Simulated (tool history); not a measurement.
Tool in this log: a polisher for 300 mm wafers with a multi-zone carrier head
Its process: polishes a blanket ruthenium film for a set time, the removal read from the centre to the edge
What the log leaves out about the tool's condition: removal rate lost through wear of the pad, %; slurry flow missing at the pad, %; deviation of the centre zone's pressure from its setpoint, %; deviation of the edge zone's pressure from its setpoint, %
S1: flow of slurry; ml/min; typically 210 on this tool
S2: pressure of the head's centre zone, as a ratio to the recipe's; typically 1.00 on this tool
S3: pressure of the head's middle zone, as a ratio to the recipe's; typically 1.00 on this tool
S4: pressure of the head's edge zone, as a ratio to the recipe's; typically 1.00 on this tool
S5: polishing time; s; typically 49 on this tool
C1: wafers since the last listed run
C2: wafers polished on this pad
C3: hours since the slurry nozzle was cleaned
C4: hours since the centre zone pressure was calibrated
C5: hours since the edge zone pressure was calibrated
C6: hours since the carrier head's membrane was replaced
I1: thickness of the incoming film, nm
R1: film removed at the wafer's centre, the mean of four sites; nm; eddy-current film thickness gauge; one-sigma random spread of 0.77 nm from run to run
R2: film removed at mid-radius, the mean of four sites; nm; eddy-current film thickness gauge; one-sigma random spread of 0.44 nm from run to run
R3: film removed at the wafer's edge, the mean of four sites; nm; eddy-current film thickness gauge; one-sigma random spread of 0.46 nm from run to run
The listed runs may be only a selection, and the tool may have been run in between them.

run 1 day=0.000 | S1=210 S2=1.00 S3=1.00 S4=1.00 S5=49 | C1=0 C2=716 C3=803.2 C4=573.9 C5=874.1 C6=858.9 | I1=336.2 | R1=60.0 R2=59.5 R3=60.7
run 2 day=0.296 | S1=210 S2=1.00 S3=1.00 S4=1.00 S5=49 | C1=92 C2=808 C3=810.3 C4=581.0 C5=881.2 C6=866.0 | I1=337.8 | R1=60.4 R2=59.3 R3=60.9
-- day=0.562 worn pad replaced by a new one
-- day=0.788 centre zone pressure recalibrated
run 3 day=0.896 | S1=210 S2=1.00 S3=1.00 S4=1.00 S5=49 | C1=108 C2=78 C3=824.7 C4=2.6 C5=895.6 C6=880.4 | I1=340.6 | R1=59.8 R2=59.7 R3=61.0
run 4 day=1.167 | S1=210 S2=1.00 S3=1.07 S4=1.00 S5=49 | C1=84 C2=162 C3=831.2 C4=9.1 C5=902.1 C6=886.9 | I1=336.5 | R1=60.6 R2=63.4 R3=61.0
run 5 day=1.504 | S1=210 S2=1.00 S3=1.07 S4=1.00 S5=49 | C1=105 C2=267 C3=839.3 C4=17.2 C5=910.2 C6=895.0 | I1=343.5 | R1=59.6 R2=62.3 R3=60.6
-- day=1.862 edge zone pressure recalibrated
run 6 day=2.146 | S1=210 S2=1.00 S3=1.00 S4=0.89 S5=49 | C1=173 C2=441 C3=854.7 C4=32.6 C5=6.8 C6=910.4 | I1=335.6 | R1=59.1 R2=59.5 R3=57.1
run 7 day=2.717 | S1=260 S2=0.93 S3=1.00 S4=1.00 S5=45 | C1=177 C2=618 C3=868.4 C4=46.3 C5=20.5 C6=924.1 | I1=344.3 | R1=52.5 R2=56.4 R3=56.4
run 8 day=3.421 | S1=210 S2=1.00 S3=1.00 S4=1.00 S5=49 | C1=219 C2=837 C3=885.3 C4=63.2 C5=37.4 C6=941.0 | I1=342.4 | R1=59.9 R2=58.7 R3=59.9
run 9 day=3.800 | S1=185 S2=1.00 S3=1.05 S4=0.89 S5=49 | C1=117 C2=955 C3=894.4 C4=72.3 C5=46.5 C6=950.1 | I1=341.9 | R1=57.9 R2=59.5 R3=55.2
-- day=4.088 worn pad replaced by a new one
run 10 day=5.179 | S1=235 S2=1.00 S3=1.00 S4=1.00 S5=49 | C1=377 C2=339 C3=927.5 C4=105.4 C5=79.6 C6=983.2 | I1=343.2 | R1=59.5 R2=59.5 R3=61.1
run 11 day=5.546 | S1=210 S2=1.00 S3=1.00 S4=1.06 S5=55 | C1=114 C2=453 C3=936.3 C4=114.2 C5=88.4 C6=992.0 | I1=340.0 | R1=65.7 R2=64.9 R3=68.3
run 12 day=6.104 | S1=210 S2=1.00 S3=1.00 S4=1.00 S5=49 | C1=173 C2=627 C3=949.7 C4=127.6 C5=101.8 C6=1005.4 | I1=338.1 | R1=58.7 R2=58.3 R3=59.7
run 13 day=6.571 | S1=165 S2=1.00 S3=1.00 S4=0.88 S5=49 | C1=145 C2=772 C3=960.9 C4=138.8 C5=113.0 C6=1016.6 | I1=341.9 | R1=53.9 R2=54.0 R3=53.6
-- day=6.929 carrier head's membrane replaced by a new one
-- day=6.958 slurry nozzle cleaned
run 14 day=7.071 | S1=285 S2=1.00 S3=1.00 S4=1.00 S5=49 | C1=81 C2=854 C3=2.7 C4=150.8 C5=125.0 C6=3.4 | I1=339.8 | R1=70.3 R2=66.3 R3=65.8
-- day=7.250 worn pad replaced by a new one
run 15 day=7.800 | S1=210 S2=0.94 S3=1.00 S4=1.00 S5=49 | C1=175 C2=170 C3=20.2 C4=168.3 C5=142.5 C6=20.9 | I1=347.3 | R1=63.9 R2=66.1 R3=64.7
run 16 day=8.158 | S1=210 S2=1.05 S3=1.00 S4=1.10 S5=49 | C1=111 C2=282 C3=28.8 C4=176.9 C5=151.1 C6=29.5 | I1=334.3 | R1=69.8 R2=65.5 R3=67.7
run 17 day=8.621 | S1=210 S2=0.89 S3=1.08 S4=0.95 S5=49 | C1=143 C2=426 C3=39.9 C4=188.0 C5=162.2 C6=40.6 | I1=339.7 | R1=60.1 R2=69.5 R3=63.4
run 18 day=9.317 | S1=210 S2=1.00 S3=1.00 S4=1.00 S5=61 | C1=216 C2=642 C3=56.6 C4=204.7 C5=178.9 C6=57.3 | I1=340.6 | R1=81.9 R2=81.8 R3=81.0
run 19 day=9.967 | S1=210 S2=1.09 S3=0.89 S4=1.00 S5=37 | C1=202 C2=844 C3=72.2 C4=220.3 C5=194.5 C6=72.9 | I1=341.7 | R1=53.7 R2=44.5 R3=48.8
run 20 day=10.429 | S1=210 S2=1.00 S3=1.00 S4=1.00 S5=49 | C1=143 C2=988 C3=83.3 C4=231.4 C5=205.6 C6=84.0 | I1=344.3 | R1=65.9 R2=64.8 R3=64.9
run 21 day=10.842 | S1=235 S2=1.08 S3=1.00 S4=1.05 S5=56 | C1=128 C2=1117 C3=93.2 C4=241.3 C5=215.5 C6=93.9 | I1=337.3 | R1=82.7 R2=74.6 R3=76.1

Predict each of these 5 candidate next runs independently; none follows another, all start after run 21:
run A day=10.858 | S1=210 S2=1.00 S3=1.00 S4=1.00 S5=49 | C1=5 C2=1122 C3=93.6 C4=241.7 C5=215.9 C6=94.3 | I1=334.6 | R1=? R2=? R3=?
run B day=10.858 | S1=170 S2=0.93 S3=0.91 S4=1.00 S5=54 | C1=5 C2=1122 C3=93.6 C4=241.7 C5=215.9 C6=94.3 | I1=334.6 | R1=? R2=? R3=?
run C day=10.858 | S1=180 S2=1.09 S3=0.91 S4=1.00 S5=64 | C1=5 C2=1122 C3=93.6 C4=241.7 C5=215.9 C6=94.3 | I1=334.6 | R1=? R2=? R3=?
run D day=10.858 | S1=210 S2=1.00 S3=1.00 S4=1.00 S5=36 | C1=5 C2=1122 C3=93.6 C4=241.7 C5=215.9 C6=94.3 | I1=334.6 | R1=? R2=? R3=?
run E day=10.858 | S1=240 S2=1.00 S3=1.00 S4=0.92 S5=49 | C1=5 C2=1122 C3=93.6 C4=241.7 C5=215.9 C6=94.3 | I1=334.6 | R1=? R2=? R3=?

run=A R1=66.9 R2=64.4 R3=65.1
run=B R1=66.3 R2=63.8 R3=70.3
run=C R1=93.1 R2=76.2 R3=83.8
run=D R1=49.2 R2=47.3 R3=47.8
run=E R1=68.1 R2=65.5 R3=63.3
What these runs would have given with no unlogged condition in the tool:
run=A R1=67.4 R2=64.8 R3=65.4
run=B R1=66.9 R2=64.3 R3=70.7
run=C R1=93.8 R2=76.7 R3=84.3
run=D R1=49.5 R2=47.6 R3=48.0
run=E R1=68.5 R2=65.8 R3=63.6
